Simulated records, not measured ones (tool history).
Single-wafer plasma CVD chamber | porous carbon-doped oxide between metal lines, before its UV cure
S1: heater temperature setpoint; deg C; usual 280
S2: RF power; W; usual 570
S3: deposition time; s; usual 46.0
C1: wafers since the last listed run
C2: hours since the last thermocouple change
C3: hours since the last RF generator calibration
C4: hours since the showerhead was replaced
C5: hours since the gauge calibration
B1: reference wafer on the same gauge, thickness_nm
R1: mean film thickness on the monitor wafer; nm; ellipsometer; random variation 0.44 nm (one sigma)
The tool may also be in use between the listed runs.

{"run": 1, "hour": 0.0, "S1": 280, "S2": 570, "S3": 46.0, "C1": 0, "C2": 2505.6, "C3": 1894.8, "C4": 4903.4, "C5": 288.1, "B1": 299.115, "R1": 278.631}
{"run": 2, "hour": 9.1, "S1": 280, "S2": 570, "S3": 50.1, "C1": 162, "C2": 2514.7, "C3": 1903.9, "C4": 4912.5, "C5": 297.2, "B1": 299.101, "R1": 302.27}
{"run": 3, "hour": 17.9, "S1": 280, "S2": 570, "S3": 46.0, "C1": 157, "C2": 2523.5, "C3": 1912.7, "C4": 4921.3, "C5": 306.0, "B1": 299.063, "R1": 278.293}
{"run": 4, "hour": 27.1, "S1": 280, "S2": 570, "S3": 46.0, "C1": 164, "C2": 2532.7, "C3": 1921.9, "C4": 4930.5, "C5": 315.2, "B1": 299.073, "R1": 278.56}
{"run": 5, "hour": 52.1, "S1": 280, "S2": 570, "S3": 46.0, "C1": 446, "C2": 2557.7, "C3": 1946.9, "C4": 4955.5, "C5": 340.2, "B1": 298.799, "R1": 278.209}
{"run": 6, "hour": 67.0, "S1": 280, "S2": 570, "S3": 46.0, "C1": 266, "C2": 2572.6, "C3": 1961.8, "C4": 4970.4, "C5": 355.1, "B1": 299.063, "R1": 277.585}
{"run": 7, "hour": 76.2, "S1": 280, "S2": 570, "S3": 46.0, "C1": 164, "C2": 2581.8, "C3": 1971.0, "C4": 4979.6, "C5": 364.3, "B1": 299.162, "R1": 277.784}
{"run": 8, "hour": 87.7, "S1": 280, "S2": 570, "S3": 46.0, "C1": 205, "C2": 2593.3, "C3": 1982.5, "C4": 4991.1, "C5": 375.8, "B1": 298.99, "R1": 277.605}
{"run": 9, "hour": 99.6, "S1": 280, "S2": 600, "S3": 46.0, "C1": 212, "C2": 2605.2, "C3": 1994.4, "C4": 5003.0, "C5": 387.7, "B1": 298.954, "R1": 283.127}
{"run": 10, "hour": 107.4, "S1": 280, "S2": 600, "S3": 46.0, "C1": 139, "C2": 2613.0, "C3": 2002.2, "C4": 5010.8, "C5": 395.5, "B1": 298.909, "R1": 282.404}
{"hour": 126.1, "done": "showerhead replaced"}
{"hour": 132.1, "done": "thermocouple changed; heater temperature recalibrated"}
{"run": 11, "hour": 135.8, "S1": 280, "S2": 600, "S3": 46.0, "C1": 258, "C2": 3.7, "C3": 2030.6, "C4": 9.7, "C5": 423.9, "B1": 299.066, "R1": 290.868}
{"hour": 151.3, "done": "RF generator calibrated"}
{"run": 12, "hour": 151.8, "S1": 280, "S2": 570, "S3": 46.0, "C1": 142, "C2": 19.7, "C3": 0.5, "C4": 25.7, "C5": 439.9, "B1": 298.864, "R1": 293.935}
{"run": 13, "hour": 152.1, "S1": 280, "S2": 570, "S3": 46.0, "C1": 5, "C2": 20.0, "C3": 0.8, "C4": 26.0, "C5": 440.2, "B1": 299.013, "R1": 293.588}
{"run": 14, "hour": 163.6, "S1": 280, "S2": 570, "S3": 46.0, "C1": 205, "C2": 31.5, "C3": 12.3, "C4": 37.5, "C5": 451.7, "B1": 298.911, "R1": 294.171}
{"run": 15, "hour": 178.2, "S1": 280, "S2": 570, "S3": 46.0, "C1": 260, "C2": 46.1, "C3": 26.9, "C4": 52.1, "C5": 466.3, "B1": 299.065, "R1": 293.433}
{"run": 16, "hour": 192.0, "S1": 280, "S2": 680, "S3": 39.8, "C1": 246, "C2": 59.9, "C3": 40.7, "C4": 65.9, "C5": 480.1, "B1": 298.77, "R1": 272.429}
{"run": 17, "hour": 204.0, "S1": 288, "S2": 455, "S3": 50.2, "C1": 214, "C2": 71.9, "C3": 52.7, "C4": 77.9, "C5": 492.1, "B1": 298.961, "R1": 282.994}
{"hour": 213.6, "done": "gauge calibrated"}
{"run": 18, "hour": 221.4, "S1": 280, "S2": 525, "S3": 46.0, "C1": 310, "C2": 89.3, "C3": 70.1, "C4": 95.3, "C5": 7.8, "B1": 299.005, "R1": 285.592}
{"run": 19, "hour": 232.7, "S1": 280, "S2": 510, "S3": 46.0, "C1": 201, "C2": 100.6, "C3": 81.4, "C4": 106.6, "C5": 19.1, "B1": 299.085, "R1": 281.526}
{"run": 20, "hour": 242.5, "S1": 266, "S2": 515, "S3": 43.3, "C1": 175, "C2": 110.4, "C3": 91.2, "C4": 116.4, "C5": 28.9, "B1": 298.886, "R1": 289.615}
{"run": 21, "hour": 250.9, "S1": 275, "S2": 570, "S3": 52.0, "C1": 150, "C2": 118.8, "C3": 99.6, "C4": 124.8, "C5": 37.3, "B1": 298.728, "R1": 340.562}
{"run": 22, "hour": 284.1, "S1": 271, "S2": 620, "S3": 41.3, "C1": 593, "C2": 152.0, "C3": 132.8, "C4": 158.0, "C5": 70.5, "B1": 298.901, "R1": 287.347}
{"run": 23, "hour": 331.0, "S1": 280, "S2": 535, "S3": 46.0, "C1": 838, "C2": 198.9, "C3": 179.7, "C4": 204.9, "C5": 117.4, "B1": 299.132, "R1": 286.02}
{"run": 24, "hour": 346.0, "S1": 280, "S2": 570, "S3": 46.0, "C1": 268, "C2": 213.9, "C3": 194.7, "C4": 219.9, "C5": 132.4, "B1": 298.83, "R1": 293.141}
{"run": 25, "hour": 358.2, "S1": 266, "S2": 570, "S3": 46.0, "C1": 218, "C2": 226.1, "C3": 206.9, "C4": 232.1, "C5": 144.6, "B1": 299.082, "R1": 318.055}
{"run": 26, "hour": 373.8, "S1": 280, "S2": 570, "S3": 46.0, "C1": 278, "C2": 241.7, "C3": 222.5, "C4": 247.7, "C5": 160.2, "B1": 299.023, "R1": 293.755}
{"run": 27, "hour": 390.3, "S1": 275, "S2": 485, "S3": 51.4, "C1": 294, "C2": 258.2, "C3": 239.0, "C4": 264.2, "C5": 176.7, "B1": 298.832, "R1": 317.123}
{"run": 28, "hour": 399.7, "S1": 272, "S2": 570, "S3": 46.0, "C1": 167, "C2": 267.6, "C3": 248.4, "C4": 273.6, "C5": 186.1, "B1": 298.794, "R1": 306.1}
{"run": 29, "hour": 415.6, "S1": 280, "S2": 645, "S3": 46.0, "C1": 284, "C2": 283.5, "C3": 264.3, "C4": 289.5, "C5": 202.0, "B1": 299.053, "R1": 306.663}
{"run": 30, "hour": 425.7, "S1": 285, "S2": 500, "S3": 53.6, "C1": 180, "C2": 293.6, "C3": 274.4, "C4": 299.6, "C5": 212.1, "B1": 299.005, "R1": 316.045}
{"run": 31, "hour": 431.9, "S1": 290, "S2": 570, "S3": 50.5, "C1": 110, "C2": 299.8, "C3": 280.6, "C4": 305.8, "C5": 218.3, "B1": 299.034, "R1": 303.691}
{"run": 32, "hour": 448.0, "S1": 280, "S2": 570, "S3": 46.0, "C1": 287, "C2": 315.9, "C3": 296.7, "C4": 321.9, "C5": 234.4, "B1": 299.018, "R1": 292.442}
{"run": 33, "hour": 454.1, "S1": 280, "S2": 570, "S3": 46.0, "C1": 109, "C2": 322.0, "C3": 302.8, "C4": 328.0, "C5": 240.5, "B1": 299.099, "R1": 292.439}
{"run": 34, "hour": 495.9, "S1": 280, "S2": 485, "S3": 46.0, "C1": 747, "C2": 363.8, "C3": 344.6, "C4": 369.8, "C5": 282.3, "B1": 299.172, "R1": 275.328}
{"run": 35, "hour": 502.4, "S1": 276, "S2": 570, "S3": 46.0, "C1": 116, "C2": 370.3, "C3": 351.1, "C4": 376.3, "C5": 288.8, "B1": 298.893, "R1": 299.55}

3 ways to go on from here, each from the tool as it stands after run 35. What would each give?
{"run": "A", "hour": 502.8, "S1": 269, "S2": 570, "S3": 46.0, "C1": 7, "C2": 370.7, "C3": 351.5, "C4": 376.7, "C5": 289.2, "B1": "?", "R1": "?"}
{"run": "B", "hour": 502.8, "S1": 268, "S2": 655, "S3": 52.5, "C1": 7, "C2": 370.7, "C3": 351.5, "C4": 376.7, "C5": 289.2, "B1": "?", "R1": "?"}
{"run": "C", "hour": 502.8, "S1": 292, "S2": 660, "S3": 46.0, "C1": 7, "C2": 370.7, "C3": 351.5, "C4": 376.7, "C5": 289.2, "B1": "?", "R1": "?"}

run=A B1=298.989 R1=311.933
run=B B1=298.989 R1=376.095
run=C B1=298.989 R1=289.812
Without the tool's hidden state the same runs would have given:
run=A R1=313.479
run=B R1=377.959
run=C R1=291.267

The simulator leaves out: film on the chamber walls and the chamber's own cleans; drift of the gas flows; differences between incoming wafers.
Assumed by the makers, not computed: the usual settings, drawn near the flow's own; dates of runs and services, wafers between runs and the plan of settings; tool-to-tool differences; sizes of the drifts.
